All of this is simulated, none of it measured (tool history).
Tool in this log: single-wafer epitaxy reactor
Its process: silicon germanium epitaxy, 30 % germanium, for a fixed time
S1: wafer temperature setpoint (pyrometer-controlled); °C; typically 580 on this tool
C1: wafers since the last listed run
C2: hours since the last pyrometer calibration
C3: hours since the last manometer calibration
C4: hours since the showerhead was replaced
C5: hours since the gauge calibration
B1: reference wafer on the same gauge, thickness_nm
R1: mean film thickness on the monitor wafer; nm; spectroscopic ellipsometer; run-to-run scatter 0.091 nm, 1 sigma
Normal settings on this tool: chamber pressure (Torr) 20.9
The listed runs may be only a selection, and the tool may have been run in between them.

{"run": 1, "hour": 0.0, "S1": 580, "chamber pressure (Torr)": 20.9, "C1": 0, "C2": 1033.3, "C3": 2059.1, "C4": 5989.4, "C5": 241.6, "B1": 37.42, "R1": 43.447}
{"run": 2, "hour": 44.6, "S1": 580, "chamber pressure (Torr)": 20.9, "C1": 551, "C2": 1077.9, "C3": 2103.7, "C4": 6034, "C5": 286.2, "B1": 37.378, "R1": 43.292}
{"run": 3, "hour": 99.8, "S1": 580, "chamber pressure (Torr)": 20.9, "C1": 682, "C2": 1133.1, "C3": 2158.9, "C4": 6089.2, "C5": 341.4, "B1": 37.393, "R1": 43.26}
{"run": 4, "hour": 152.6, "S1": 580, "chamber pressure (Torr)": 20.9, "C1": 653, "C2": 1185.9, "C3": 2211.7, "C4": 6142, "C5": 394.2, "B1": 37.417, "R1": 43.186}
{"hour": 185.8, "done": "showerhead replaced"}
{"run": 5, "hour": 186.3, "S1": 580, "chamber pressure (Torr)": 20.9, "C1": 317, "C2": 1219.6, "C3": 2245.4, "C4": 0.5, "C5": 427.9, "B1": 37.404, "R1": 43.394}
{"hour": 227.7, "done": "gauge calibrated"}
{"run": 6, "hour": 236.5, "S1": 580, "chamber pressure (Torr)": 20.9, "C1": 620, "C2": 1269.8, "C3": 2295.6, "C4": 50.7, "C5": 8.8, "B1": 37.394, "R1": 43.486}
{"run": 7, "hour": 266.0, "S1": 573, "chamber pressure (Torr)": 24.6, "C1": 364, "C2": 1299.3, "C3": 2325.1, "C4": 80.2, "C5": 38.3, "B1": 37.411, "R1": 41.367}
{"run": 8, "hour": 303.2, "S1": 580, "chamber pressure (Torr)": 20.9, "C1": 460, "C2": 1336.5, "C3": 2362.3, "C4": 117.4, "C5": 75.5, "B1": 37.386, "R1": 43.345}
{"hour": 369.8, "done": "pyrometer calibrated"}
{"run": 9, "hour": 370.3, "S1": 565, "chamber pressure (Torr)": 17.3, "C1": 730, "C2": 0.5, "C3": 2429.4, "C4": 184.5, "C5": 142.6, "B1": 37.388, "R1": 28.384}
{"hour": 438.4, "done": "capacitance manometer re-zeroed and calibrated"}
{"run": 10, "hour": 438.9, "S1": 591, "chamber pressure (Torr)": 19, "C1": 749, "C2": 69.1, "C3": 0.5, "C4": 253.1, "C5": 211.2, "B1": 37.38, "R1": 49.665}
{"run": 11, "hour": 455.7, "S1": 580, "chamber pressure (Torr)": 20.9, "C1": 207, "C2": 85.9, "C3": 17.3, "C4": 269.9, "C5": 228, "B1": 37.418, "R1": 42.091}
{"run": 12, "hour": 485.1, "S1": 589, "chamber pressure (Torr)": 18.2, "C1": 363, "C2": 115.3, "C3": 46.7, "C4": 299.3, "C5": 257.4, "B1": 37.406, "R1": 46.201}
{"run": 13, "hour": 543.9, "S1": 573, "chamber pressure (Torr)": 24.6, "C1": 727, "C2": 174.1, "C3": 105.5, "C4": 358.1, "C5": 316.2, "B1": 37.4, "R1": 40.144}
{"run": 14, "hour": 585.2, "S1": 567, "chamber pressure (Torr)": 25.2, "C1": 510, "C2": 215.4, "C3": 146.8, "C4": 399.4, "C5": 357.5, "B1": 37.415, "R1": 35.557}

Predict each of these 5 candidate next runs independently; none follows another, all start after run 14:
{"run": "A", "hour": 585.6, "S1": 580, "chamber pressure (Torr)": 20.9, "C1": 4, "C2": 215.8, "C3": 147.2, "C4": 399.8, "C5": 357.9, "B1": "?", "R1": "?"}
{"run": "B", "hour": 585.6, "S1": 569, "chamber pressure (Torr)": 23.8, "C1": 4, "C2": 215.8, "C3": 147.2, "C4": 399.8, "C5": 357.9, "B1": "?", "R1": "?"}
{"run": "C", "hour": 585.6, "S1": 569, "chamber pressure (Torr)": 22.4, "C1": 4, "C2": 215.8, "C3": 147.2, "C4": 399.8, "C5": 357.9, "B1": "?", "R1": "?"}
{"run": "D", "hour": 585.6, "S1": 569, "chamber pressure (Torr)": 17.3, "C1": 4, "C2": 215.8, "C3": 147.2, "C4": 399.8, "C5": 357.9, "B1": "?", "R1": "?"}
{"run": "E", "hour": 585.6, "S1": 571, "chamber pressure (Torr)": 15.7, "C1": 4, "C2": 215.8, "C3": 147.2, "C4": 399.8, "C5": 357.9, "B1": "?", "R1": "?"}

run=A B1=37.383 R1=42.073
run=B B1=37.383 R1=36.042
run=C B1=37.383 R1=34.675
run=D B1=37.383 R1=28.829
run=E B1=37.383 R1=27.773
The same runs, with their run-to-run variation unchanged, on a tool lacking any hidden condition would have given:
run=A R1=43.237
run=B R1=37.072
run=C R1=35.666
run=D R1=29.653
run=E R1=28.563
